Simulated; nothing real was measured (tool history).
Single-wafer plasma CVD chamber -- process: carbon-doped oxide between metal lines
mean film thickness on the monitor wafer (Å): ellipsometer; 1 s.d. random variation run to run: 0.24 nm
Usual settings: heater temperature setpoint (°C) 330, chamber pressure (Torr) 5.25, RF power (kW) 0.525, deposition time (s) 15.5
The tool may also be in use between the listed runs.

| run | hour | heater temperature setpoint (°C) | chamber pressure (Torr) | RF power (kW) | deposition time (s) | wafers since the last listed run | hours since the last thermocouple change | hours since the last RF generator calibration | hours since the last manometer calibration | hours since the showerhead was replaced | hours since the gauge calibration | read-back reference wafer on the same gauge, thickness_nm | mean film thickness on the monitor wafer (Å) |
|---|---|---|---|---|---|---|---|---|---|---|---|---|---|
| 1 | 0.0 | 330 | 5.25 | 0.525 | 15.5 | 0 | 1027.4 | 413.2 | 724.2 | 4840.7 | 255.5 | 88.099 | 837.25 |
| 2 | 41.9 | 330 | 5.25 | 0.525 | 15.5 | 1282 | 1069.3 | 455.1 | 766.1 | 4882.6 | 297.4 | 88.218 | 836.39 |
| 3 | 80.9 | 330 | 5.25 | 0.525 | 15.5 | 1193 | 1108.3 | 494.1 | 805.1 | 4921.6 | 336.4 | 88.204 | 841.78 |
| 4 | 182.6 | 334 | 5.25 | 0.525 | 15.5 | 3112 | 1210.0 | 595.8 | 906.8 | 5023.3 | 438.1 | 88.079 | 831.71 |
| 5 | 223.6 | 334 | 5.25 | 0.525 | 15.5 | 1254 | 1251.0 | 636.8 | 947.8 | 5064.3 | 479.1 | 88.191 | 826.07 |
| 6 | 306.3 | 330 | 5.25 | 0.525 | 15.5 | 2531 | 1333.7 | 719.5 | 1030.5 | 5147.0 | 561.8 | 88.189 | 839.87 |
|  | 550.0 | showerhead replaced |
| 7 | 554.2 | 330 | 5.25 | 0.525 | 15.5 | 7342 | 1581.6 | 967.4 | 1278.4 | 4.2 | 809.7 | 88.250 | 830.11 |
| 8 | 654.4 | 330 | 5.25 | 0.525 | 15.5 | 3066 | 1681.8 | 1067.6 | 1378.6 | 104.4 | 909.9 | 88.223 | 836.40 |
|  | 679.3 | RF generator calibrated |
| 9 | 702.9 | 330 | 5.25 | 0.525 | 17.9 | 1239 | 1730.3 | 23.6 | 1427.1 | 152.9 | 958.4 | 88.253 | 962.30 |
|  | 911.0 | gauge calibrated |
| 10 | 928.1 | 330 | 5.25 | 0.625 | 18.3 | 6892 | 1955.5 | 248.8 | 1652.3 | 378.1 | 17.1 | 88.127 | 1059.92 |
|  | 953.7 | thermocouple changed; heater temperature recalibrated |
|  | 978.4 | capacitance manometer re-zeroed and calibrated |
| 11 | 986.5 | 316 | 4.07 | 0.550 | 13.8 | 1297 | 32.8 | 307.2 | 8.1 | 436.5 | 75.5 | 88.230 | 763.63 |
| 12 | 1031.9 | 323 | 5.25 | 0.525 | 15.5 | 1389 | 78.2 | 352.6 | 53.5 | 481.9 | 120.9 | 88.229 | 862.53 |
| 13 | 1104.4 | 330 | 5.25 | 0.525 | 15.5 | 2219 | 150.7 | 425.1 | 126.0 | 554.4 | 193.4 | 88.192 | 841.20 |
| 14 | 1140.8 | 330 | 5.92 | 0.525 | 18.5 | 1114 | 187.1 | 461.5 | 162.4 | 590.8 | 229.8 | 88.226 | 1018.76 |
| 15 | 1224.5 | 339 | 5.25 | 0.525 | 12.9 | 2561 | 270.8 | 545.2 | 246.1 | 674.5 | 313.5 | 88.125 | 679.34 |

Consider 3 possible next runs. They are alternatives, not a sequence: every one starts from the tool as it was left by run 15. What does each give?
| A | 1224.9 | 330 | 5.25 | 0.525 | 15.5 | 12 | 271.2 | 545.6 | 246.5 | 674.9 | 313.9 | ? | ? |
| B | 1224.9 | 335 | 5.25 | 0.525 | 17.7 | 12 | 271.2 | 545.6 | 246.5 | 674.9 | 313.9 | ? | ? |
| C | 1224.9 | 337 | 5.25 | 0.605 | 14.0 | 12 | 271.2 | 545.6 | 246.5 | 674.9 | 313.9 | ? | ? |

| run | read-back reference wafer on the same gauge, thickness_nm | mean film thickness on the monitor wafer (Å) |
|---|---|---|
| A | 88.208 | 840.69 |
| B | 88.208 | 943.86 |
| C | 88.208 | 790.15 |
Stripped of hidden state, with their random variation kept, the same runs would have yielded:
| run | mean film thickness on the monitor wafer (Å) |
|---|---|
| A | 843.01 |
| B | 946.46 |
| C | 792.32 |

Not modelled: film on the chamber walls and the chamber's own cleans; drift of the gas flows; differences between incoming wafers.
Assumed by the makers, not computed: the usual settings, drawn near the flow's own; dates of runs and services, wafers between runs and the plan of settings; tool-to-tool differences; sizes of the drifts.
